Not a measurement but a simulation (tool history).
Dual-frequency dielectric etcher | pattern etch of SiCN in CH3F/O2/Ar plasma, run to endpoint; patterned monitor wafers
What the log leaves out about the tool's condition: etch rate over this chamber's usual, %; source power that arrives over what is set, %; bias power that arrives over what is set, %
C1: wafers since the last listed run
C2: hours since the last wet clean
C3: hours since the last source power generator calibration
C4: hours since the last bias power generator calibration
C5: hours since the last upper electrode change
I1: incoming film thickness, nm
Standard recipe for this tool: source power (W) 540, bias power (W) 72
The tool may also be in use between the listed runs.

Run 1, hour 0.0: usual settings; C1 0; C2 334.5; C3 3984.6; C4 4040.8; C5 5000.2; I1 6.78. Result: endpoint time (s) 18.3.
Run 2, hour 11.3: usual settings; C1 149; C2 345.8; C3 3995.9; C4 4052.1; C5 5011.5; I1 6.84. Result: endpoint time (s) 18.5.
Run 3, hour 21.8: usual settings; C1 138; C2 356.3; C3 4006.4; C4 4062.6; C5 5022.0; I1 6.85. Result: endpoint time (s) 18.5.
Run 4, hour 31.7: usual settings but bias power (W) 83; C1 130; C2 366.2; C3 4016.3; C4 4072.5; C5 5031.9; I1 6.78. Result: endpoint time (s) 17.7.
Run 5, hour 49.1: usual settings; C1 230; C2 383.6; C3 4033.7; C4 4089.9; C5 5049.3; I1 6.76. Result: endpoint time (s) 18.4.
Run 6, hour 97.7: usual settings; C1 642; C2 432.2; C3 4082.3; C4 4138.5; C5 5097.9; I1 6.78. Result: endpoint time (s) 18.3.
Run 7, hour 104.2: usual settings; C1 85; C2 438.7; C3 4088.8; C4 4145.0; C5 5104.4; I1 6.76. Result: endpoint time (s) 18.4.
At hour 125.6: source power generator calibrated.
At hour 141.9: upper electrode replaced.
Run 8, hour 142.4: usual settings but bias power (W) 59; C1 235; C2 476.9; C3 16.8; C4 4183.2; C5 0.5; I1 6.81. Result: endpoint time (s) 19.4.
At hour 181.0: bias power generator calibrated.
At hour 186.5: wet clean of the chamber.
Run 9, hour 187.0: usual settings but source power (W) 460; C1 463; C2 0.5; C3 61.4; C4 6.0; C5 45.1; I1 6.83. Result: endpoint time (s) 19.9.
Run 10, hour 187.3: usual settings but source power (W) 460; C1 3; C2 0.8; C3 61.7; C4 6.3; C5 45.4; I1 6.82. Result: endpoint time (s) 20.1.
Run 11, hour 187.7: usual settings but source power (W) 460; C1 5; C2 1.2; C3 62.1; C4 6.7; C5 45.8; I1 6.86. Result: endpoint time (s) 19.9.
Run 12, hour 203.7: usual settings; C1 211; C2 17.2; C3 78.1; C4 22.7; C5 61.8; I1 6.82. Result: endpoint time (s) 17.8.
Run 13, hour 213.8: usual settings but source power (W) 650, bias power (W) 84; C1 133; C2 27.3; C3 88.2; C4 32.8; C5 71.9; I1 6.76. Result: endpoint time (s) 15.6.
Run 14, hour 256.0: usual settings but source power (W) 470, bias power (W) 61; C1 558; C2 69.5; C3 130.4; C4 75.0; C5 114.1; I1 6.76. Result: endpoint time (s) 20.2.

Run 15 is up next; what results do you expect?
Run 15, hour 268.1: usual settings but source power (W) 500; C1 160; C2 81.6; C3 142.5; C4 87.1; C5 126.2; I1 6.81. Result: endpoint time (s) ?.

Logged for run 15: endpoint time (s) 18.9.
With no hidden state in the tool, this same run would have given endpoint time (s) 18.7.
